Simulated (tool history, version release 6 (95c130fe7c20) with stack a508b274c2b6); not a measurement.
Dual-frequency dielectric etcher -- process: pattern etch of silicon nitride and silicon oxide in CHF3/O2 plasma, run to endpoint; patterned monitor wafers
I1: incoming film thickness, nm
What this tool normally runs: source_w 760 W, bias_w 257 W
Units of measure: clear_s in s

{"run": 1, "hour": 0.0, "source_w": 760, "bias_w": 212, "I1": 192.8, "clear_s": 107.3}
{"run": 2, "hour": 218.3, "source_w": 620, "bias_w": 257, "I1": 191.3, "clear_s": 108.6}
{"run": 3, "hour": 302.5, "source_w": 620, "bias_w": 257, "I1": 191.7, "clear_s": 107.8}
{"hour": 336.1, "done": "wet clean of the chamber"}
{"hour": 338.5, "done": "source power generator calibrated"}
{"run": 4, "hour": 369.2, "source_w": 840, "bias_w": 257, "I1": 194.7, "clear_s": 100}
{"run": 5, "hour": 441.4, "source_w": 840, "bias_w": 257, "I1": 192.2, "clear_s": 98.3}
{"run": 6, "hour": 638.5, "source_w": 840, "bias_w": 257, "I1": 192.2, "clear_s": 95.3}
{"run": 7, "hour": 684.5, "source_w": 760, "bias_w": 276, "I1": 190.1, "clear_s": 97.6}
{"hour": 739.9, "done": "wet clean of the chamber"}
{"run": 8, "hour": 760.1, "source_w": 690, "bias_w": 210, "I1": 192.8, "clear_s": 114.4}
{"run": 9, "hour": 830.3, "source_w": 690, "bias_w": 210, "I1": 189.6, "clear_s": 112.1}
{"run": 10, "hour": 871.5, "source_w": 640, "bias_w": 257, "I1": 193.7, "clear_s": 111.9}
{"run": 11, "hour": 961.7, "source_w": 810, "bias_w": 283, "I1": 194.5, "clear_s": 97.2}
{"run": 12, "hour": 1052.7, "source_w": 810, "bias_w": 283, "I1": 195.5, "clear_s": 95.6}
{"run": 13, "hour": 1129.4, "source_w": 760, "bias_w": 257, "I1": 191.4, "clear_s": 98.8}
{"hour": 1173.1, "done": "bias power generator calibrated"}
{"run": 14, "hour": 1173.5, "source_w": 760, "bias_w": 257, "I1": 191.7, "clear_s": 99.3}
{"hour": 1223.7, "done": "wet clean of the chamber"}
{"run": 15, "hour": 1262.2, "source_w": 680, "bias_w": 303, "I1": 190.7, "clear_s": 101.6}

Run 16, settings as shown, results not yet in. Your forecast:
{"run": 16, "hour": 1302.4, "source_w": 890, "bias_w": 278, "I1": 193.5, "clear_s": "?"}

clear_s: 92.9 s
Had the tool carried no hidden state, the very same run would have given clear_s 94.8 s.
